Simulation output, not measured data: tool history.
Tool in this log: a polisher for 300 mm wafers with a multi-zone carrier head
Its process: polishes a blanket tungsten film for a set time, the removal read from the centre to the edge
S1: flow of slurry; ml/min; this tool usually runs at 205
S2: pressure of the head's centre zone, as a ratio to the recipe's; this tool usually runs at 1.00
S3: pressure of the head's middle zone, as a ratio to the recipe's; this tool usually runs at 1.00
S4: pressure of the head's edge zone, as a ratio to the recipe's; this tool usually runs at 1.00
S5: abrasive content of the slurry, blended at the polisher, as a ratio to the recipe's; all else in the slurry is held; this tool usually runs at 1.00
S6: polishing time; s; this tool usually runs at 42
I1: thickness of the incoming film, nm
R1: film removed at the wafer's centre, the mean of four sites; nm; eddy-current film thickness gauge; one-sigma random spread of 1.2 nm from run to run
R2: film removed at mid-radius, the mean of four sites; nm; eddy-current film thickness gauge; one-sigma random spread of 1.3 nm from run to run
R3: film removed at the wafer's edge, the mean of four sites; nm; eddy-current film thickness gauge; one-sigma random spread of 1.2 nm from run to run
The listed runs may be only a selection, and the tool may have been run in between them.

run 1 hour=0.0 | S1=255 S2=0.91 S3=0.92 S4=1.00 S5=0.75 S6=42 | I1=1056.5 | R1=99.0 R2=88.5 R3=97.0
run 2 hour=12.4 | S1=205 S2=1.09 S3=1.06 S4=1.00 S5=1.25 S6=42 | I1=1056.6 | R1=140.7 R2=116.3 R3=111.9
run 3 hour=23.7 | S1=205 S2=1.00 S3=1.03 S4=1.12 S5=1.00 S6=51 | I1=1086.6 | R1=144.6 R2=129.9 R3=134.0
run 4 hour=35.4 | S1=205 S2=1.00 S3=1.00 S4=1.00 S5=1.00 S6=42 | I1=1046.7 | R1=116.2 R2=104.0 R3=104.1
-- hour=40.7 centre zone pressure recalibrated
run 5 hour=71.0 | S1=205 S2=0.88 S3=1.00 S4=0.93 S5=1.00 S6=42 | I1=1058.9 | R1=93.9 R2=104.6 R3=100.3
run 6 hour=85.0 | S1=205 S2=0.96 S3=1.07 S4=0.93 S5=1.00 S6=42 | I1=1049.1 | R1=101.4 R2=108.3 R3=99.5
run 7 hour=100.0 | S1=155 S2=0.88 S3=1.06 S4=1.00 S5=0.90 S6=42 | I1=1085.0 | R1=88.7 R2=103.3 R3=99.1
run 8 hour=112.2 | S1=205 S2=1.00 S3=0.94 S4=1.00 S5=1.00 S6=42 | I1=1072.0 | R1=108.8 R2=101.7 R3=102.1
run 9 hour=120.6 | S1=205 S2=1.00 S3=1.00 S4=1.00 S5=1.00 S6=42 | I1=1076.8 | R1=108.3 R2=102.9 R3=105.7
run 10 hour=129.6 | S1=205 S2=1.00 S3=1.00 S4=1.00 S5=1.30 S6=57 | I1=1088.5 | R1=158.8 R2=154.9 R3=156.0
run 11 hour=143.1 | S1=205 S2=1.00 S3=1.00 S4=1.00 S5=1.00 S6=42 | I1=1067.2 | R1=106.5 R2=103.9 R3=106.0
-- hour=152.1 worn pad replaced by a new one
run 12 hour=196.0 | S1=205 S2=0.90 S3=1.00 S4=1.00 S5=1.00 S6=33 | I1=1059.3 | R1=75.9 R2=81.6 R3=81.3
run 13 hour=212.1 | S1=205 S2=1.00 S3=1.00 S4=1.00 S5=0.80 S6=42 | I1=1076.2 | R1=99.8 R2=97.1 R3=96.5

Run 14 comes next. What will it give?
run 14 hour=224.4 | S1=205 S2=1.00 S3=1.00 S4=1.00 S5=1.00 S6=42 | I1=1089.7 | R1=? R2=? R3=?

{"run 14": {"R1": 109.1, "R2": 102.6, "R3": 104.1}}
Were there no unlogged condition in the tool, this run, its random variation unchanged, would have produced R1 106.7 nm, R2 103.4 nm, R3 104.7 nm.

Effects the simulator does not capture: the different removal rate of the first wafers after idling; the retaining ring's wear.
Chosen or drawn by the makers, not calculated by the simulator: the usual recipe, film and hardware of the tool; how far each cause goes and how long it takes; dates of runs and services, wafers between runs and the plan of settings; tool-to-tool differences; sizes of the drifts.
